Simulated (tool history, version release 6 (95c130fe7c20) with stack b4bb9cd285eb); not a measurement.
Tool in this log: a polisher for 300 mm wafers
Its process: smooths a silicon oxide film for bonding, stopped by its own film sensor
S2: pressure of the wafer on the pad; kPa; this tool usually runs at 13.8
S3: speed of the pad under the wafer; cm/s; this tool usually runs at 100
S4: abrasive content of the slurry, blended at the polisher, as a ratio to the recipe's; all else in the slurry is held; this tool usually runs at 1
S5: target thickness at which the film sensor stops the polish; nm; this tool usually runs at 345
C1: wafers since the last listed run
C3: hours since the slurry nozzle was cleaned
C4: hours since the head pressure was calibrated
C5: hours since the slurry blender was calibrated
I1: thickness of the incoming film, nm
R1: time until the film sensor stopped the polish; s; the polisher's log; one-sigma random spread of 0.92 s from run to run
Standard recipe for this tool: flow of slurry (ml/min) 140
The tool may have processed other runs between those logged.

{"run": 1, "hour": 0.0, "flow of slurry (ml/min)": 140, "S2": 13.8, "S3": 100, "S4": 1, "S5": 345, "C1": 0, "wafers polished on this pad": 472, "C3": 615.2, "C4": 1510.5, "C5": 398.2, "I1": 414.1, "R1": 87}
{"run": 2, "hour": 17.6, "flow of slurry (ml/min)": 140, "S2": 13.8, "S3": 100, "S4": 1, "S5": 345, "C1": 178, "wafers polished on this pad": 650, "C3": 632.8, "C4": 1528.1, "C5": 415.8, "I1": 421.4, "R1": 98.8}
{"run": 3, "hour": 28.5, "flow of slurry (ml/min)": 140, "S2": 13.8, "S3": 100, "S4": 0.9, "S5": 345, "C1": 110, "wafers polished on this pad": 760, "C3": 643.7, "C4": 1539, "C5": 426.7, "I1": 417.8, "R1": 98.3}
{"run": 4, "hour": 45.7, "flow of slurry (ml/min)": 140, "S2": 13.8, "S3": 120, "S4": 1, "S5": 345, "C1": 174, "wafers polished on this pad": 935, "C3": 660.9, "C4": 1556.2, "C5": 443.9, "I1": 425.6, "R1": 95.9}
{"hour": 56.3, "done": "slurry blender recalibrated"}
{"run": 5, "hour": 60.4, "flow of slurry (ml/min)": 140, "S2": 13.8, "S3": 120, "S4": 1, "S5": 345, "C1": 128, "wafers polished on this pad": 1063, "C3": 675.6, "C4": 1570.9, "C5": 4.1, "I1": 426.7, "R1": 99}
{"hour": 69.2, "done": "worn pad replaced by a new one"}
{"run": 6, "hour": 75.7, "flow of slurry (ml/min)": 140, "S2": 13.8, "S3": 120, "S4": 1, "S5": 345, "C1": 114, "wafers polished on this pad": 65, "C3": 690.9, "C4": 1586.2, "C5": 19.4, "I1": 423.7, "R1": 100.7}
{"hour": 80.7, "done": "head pressure recalibrated"}
{"run": 7, "hour": 84.2, "flow of slurry (ml/min)": 140, "S2": 13.8, "S3": 100, "S4": 1, "S5": 345, "C1": 65, "wafers polished on this pad": 131, "C3": 699.4, "C4": 3.5, "C5": 27.9, "I1": 427.7, "R1": 117.9}
{"hour": 90.8, "done": "worn pad replaced by a new one, repeated, since the last time left the tool worse"}
{"run": 8, "hour": 97.7, "flow of slurry (ml/min)": 140, "S2": 12.4, "S3": 78, "S4": 0.75, "S5": 319, "C1": 96, "wafers polished on this pad": 69, "C3": 712.9, "C4": 17, "C5": 41.4, "I1": 419.4, "R1": 177.4}
{"run": 9, "hour": 112.9, "flow of slurry (ml/min)": 90, "S2": 15.9, "S3": 100, "S4": 1, "S5": 345, "C1": 153, "wafers polished on this pad": 223, "C3": 728.1, "C4": 32.2, "C5": 56.6, "I1": 413.9, "R1": 78.2}
{"hour": 123.6, "done": "slurry nozzle cleaned"}
{"run": 10, "hour": 127.0, "flow of slurry (ml/min)": 140, "S2": 13.8, "S3": 100, "S4": 1.2, "S5": 345, "C1": 132, "wafers polished on this pad": 356, "C3": 3.4, "C4": 46.3, "C5": 70.7, "I1": 425.4, "R1": 93.8}
{"run": 11, "hour": 140.0, "flow of slurry (ml/min)": 140, "S2": 13.8, "S3": 100, "S4": 1, "S5": 345, "C1": 131, "wafers polished on this pad": 488, "C3": 16.4, "C4": 59.3, "C5": 83.7, "I1": 425.6, "R1": 100.4}
{"run": 12, "hour": 151.9, "flow of slurry (ml/min)": 125, "S2": 13.8, "S3": 116, "S4": 1, "S5": 345, "C1": 120, "wafers polished on this pad": 608, "C3": 28.3, "C4": 71.2, "C5": 95.6, "I1": 421.2, "R1": 90.6}
{"run": 13, "hour": 161.8, "flow of slurry (ml/min)": 140, "S2": 13.8, "S3": 100, "S4": 1, "S5": 345, "C1": 100, "wafers polished on this pad": 709, "C3": 38.2, "C4": 81.1, "C5": 105.5, "I1": 416.9, "R1": 90.6}
{"run": 14, "hour": 177.1, "flow of slurry (ml/min)": 140, "S2": 13.8, "S3": 100, "S4": 1.2, "S5": 333, "C1": 155, "wafers polished on this pad": 864, "C3": 53.5, "C4": 96.4, "C5": 120.8, "I1": 426.4, "R1": 111.5}

Predict each of these 4 candidate next runs independently; none follows another, all start after run 14:
{"run": "A", "hour": 177.6, "flow of slurry (ml/min)": 140, "S2": 13.8, "S3": 130, "S4": 1, "S5": 345, "C1": 5, "wafers polished on this pad": 869, "C3": 54, "C4": 96.9, "C5": 121.3, "I1": 420.7, "R1": "?"}
{"run": "B", "hour": 177.6, "flow of slurry (ml/min)": 115, "S2": 13.8, "S3": 124, "S4": 1, "S5": 345, "C1": 5, "wafers polished on this pad": 869, "C3": 54, "C4": 96.9, "C5": 121.3, "I1": 420.7, "R1": "?"}
{"run": "C", "hour": 177.6, "flow of slurry (ml/min)": 110, "S2": 10.3, "S3": 72, "S4": 0.8, "S5": 345, "C1": 5, "wafers polished on this pad": 869, "C3": 54, "C4": 96.9, "C5": 121.3, "I1": 420.7, "R1": "?"}
{"run": "D", "hour": 177.6, "flow of slurry (ml/min)": 140, "S2": 13.8, "S3": 100, "S4": 1, "S5": 325, "C1": 5, "wafers polished on this pad": 869, "C3": 54, "C4": 96.9, "C5": 121.3, "I1": 420.7, "R1": "?"}

run=A R1=85.3
run=B R1=89.4
run=C R1=174.6
run=D R1=123.1
Stripped of hidden state, with their random variation kept, the same runs would have yielded:
run=A R1=80
run=B R1=83.9
run=C R1=163.7
run=D R1=115.4

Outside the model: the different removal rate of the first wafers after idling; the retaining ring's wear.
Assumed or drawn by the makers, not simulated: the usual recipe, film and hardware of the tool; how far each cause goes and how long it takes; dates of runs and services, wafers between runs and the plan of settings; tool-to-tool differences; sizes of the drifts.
